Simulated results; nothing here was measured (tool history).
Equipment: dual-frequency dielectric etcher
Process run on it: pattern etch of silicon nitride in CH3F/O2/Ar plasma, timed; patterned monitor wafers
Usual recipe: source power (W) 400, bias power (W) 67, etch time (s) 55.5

run   hour  source power (W)  bias power (W)  etch time (s)  wafers since the last listed run  hours since the last wet clean  hours since the last source power generator calibration  hours since the last bias power generator calibration  hours since the last upper electrode change  hours since the gauge calibration  read-back reference wafer on the same gauge, depth_nm  mean etch depth across the wafer (Å)
  1    0.0               320              67           55.5                                 0                           322.0                                                   3795.5                                                 1512.6                                       3063.7                              598.5                                                  27.80                                 329.4
  2   28.7               400              67           55.5                               391                           350.7                                                   3824.2                                                 1541.3                                       3092.4                              627.2                                                  27.75                                 342.2
  3   51.9               400              67           55.5                               316                           373.9                                                   3847.4                                                 1564.5                                       3115.6                              650.4                                                  27.71                                 341.2
  4   73.6               400              67           55.5                               295                           395.6                                                   3869.1                                                 1586.2                                       3137.3                              672.1                                                  27.75                                 340.3
  5   88.9               400              67           55.5                               208                           410.9                                                   3884.4                                                 1601.5                                       3152.6                              687.4                                                  27.69                                 343.9
  6  103.9               400              67           55.5                               204                           425.9                                                   3899.4                                                 1616.5                                       3167.6                              702.4                                                  27.71                                 344.1
  7  135.3               400              67           55.5                               427                           457.3                                                   3930.8                                                 1647.9                                       3199.0                              733.8                                                  27.67                                 341.8
  8  168.9               400              67           55.5                               457                           490.9                                                   3964.4                                                 1681.5                                       3232.6                              767.4                                                  27.59                                 344.0
  9  189.0               400              67           55.5                               273                           511.0                                                   3984.5                                                 1701.6                                       3252.7                              787.5                                                  27.61                                 339.2
     197.5  -- gauge calibrated
 10  224.8               400              67           55.5                               487                           546.8                                                   4020.3                                                 1737.4                                       3288.5                               27.3                                                  28.33                                 347.8
 11  237.4               400              67           55.5                               171                           559.4                                                   4032.9                                                 1750.0                                       3301.1                               39.9                                                  28.26                                 349.0
 12  249.9               400              67           55.5                               170                           571.9                                                   4045.4                                                 1762.5                                       3313.6                               52.4                                                  28.27                                 349.7
 13  270.9               430              67           42.0                               286                           592.9                                                   4066.4                                                 1783.5                                       3334.6                               73.4                                                  28.28                                 268.4
 14  298.2               400              82           55.5                               372                           620.2                                                   4093.7                                                 1810.8                                       3361.9                              100.7                                                  28.25                                 378.7
     334.6  -- wet clean of the chamber
 15  335.1               440              67           55.5                               175                             0.5                                                   4130.6                                                 1847.7                                       3398.8                              137.6                                                  28.19                                 353.5
 16  351.1               320              53           41.5                               218                            16.5                                                   4146.6                                                 1863.7                                       3414.8                              153.6                                                  28.14                                 221.8
 17  365.6               400              67           49.5                               197                            31.0                                                   4161.1                                                 1878.2                                       3429.3                              168.1                                                  28.13                                 312.9
 18  386.9               400              67           55.5                               290                            52.3                                                   4182.4                                                 1899.5                                       3450.6                              189.4                                                  28.16                                 349.4
     407.9  -- source power generator calibrated
 19  408.4               400              67           55.5                               238                            73.8                                                      0.5                                                 1921.0                                       3472.1                              210.9                                                  28.14                                 347.0
 20  424.7               400              75           69.5                               222                            90.1                                                     16.8                                                 1937.3                                       3488.4                              227.2                                                  28.08                                 455.3
 21  459.4               400              56           55.5                               472                           124.8                                                     51.5                                                 1972.0                                       3523.1                              261.9                                                  28.02                                 321.7
     482.2  -- bias power generator calibrated
     489.9  -- upper electrode replaced
 22  490.4               400              67           55.5                               261                           155.8                                                     82.5                                                    8.2                                          0.5                              292.9                                                  27.95                                 347.2
 23  504.3               430              51           69.5                               189                           169.7                                                     96.4                                                   22.1                                         14.4                              306.8                                                  27.99                                 396.0
 24  521.3               400              67           47.5                               231                           186.7                                                    113.4                                                   39.1                                         31.4                              323.8                                                  27.98                                 295.9
 25  538.5               320              67           55.5                               234                           203.9                                                    130.6                                                   56.3                                         48.6                              341.0                                                  27.98                                 327.7
 26  569.3               340              77           61.5                               419                           234.7                                                    161.4                                                   87.1                                         79.4                              371.8                                                  27.85                                 392.1
 27  592.8               370              51           61.0                               320                           258.2                                                    184.9                                                  110.6                                        102.9                              395.3                                                  27.91                                 328.9
 28  616.4               400              50           55.5                               321                           281.8                                                    208.5                                                  134.2                                        126.5                              418.9                                                  27.86                                 304.6
 29  632.7               490              56           43.5                               222                           298.1                                                    224.8                                                  150.5                                        142.8                              435.2                                                  27.82                                 262.5
 30  653.8               400              67           43.5                               287                           319.2                                                    245.9                                                  171.6                                        163.9                              456.3                                                  27.76                                 270.6
 31  685.1               400              74           67.0                               426                           350.5                                                    277.2                                                  202.9                                        195.2                              487.6                                                  27.75                                 432.5

For each run, what was the tool's unlogged condition?
etch rate over this chamber's usual, %: 0 across all the runs
source power that arrives over what is set, %: 0 across all the runs
bias power that arrives over what is set, %: 0 across all the runs
H1: gauge reads high (%)
run      H1
  1   -2.12
  2   -2.23
  3   -2.33
  4   -2.41
  5   -2.47
  6   -2.53
  7   -2.66
  8   -2.79
  9   -2.87
 10  -0.353
 11  -0.404
 12  -0.454
 13  -0.538
 14  -0.647
 15  -0.795
 16  -0.859
 17  -0.917
 18      -1
 19   -1.09
 20   -1.15
 21   -1.29
 22   -1.42
 23   -1.47
 24   -1.54
 25   -1.61
 26   -1.73
 27   -1.83
 28   -1.92
 29   -1.98
 30   -2.07
 31   -2.19

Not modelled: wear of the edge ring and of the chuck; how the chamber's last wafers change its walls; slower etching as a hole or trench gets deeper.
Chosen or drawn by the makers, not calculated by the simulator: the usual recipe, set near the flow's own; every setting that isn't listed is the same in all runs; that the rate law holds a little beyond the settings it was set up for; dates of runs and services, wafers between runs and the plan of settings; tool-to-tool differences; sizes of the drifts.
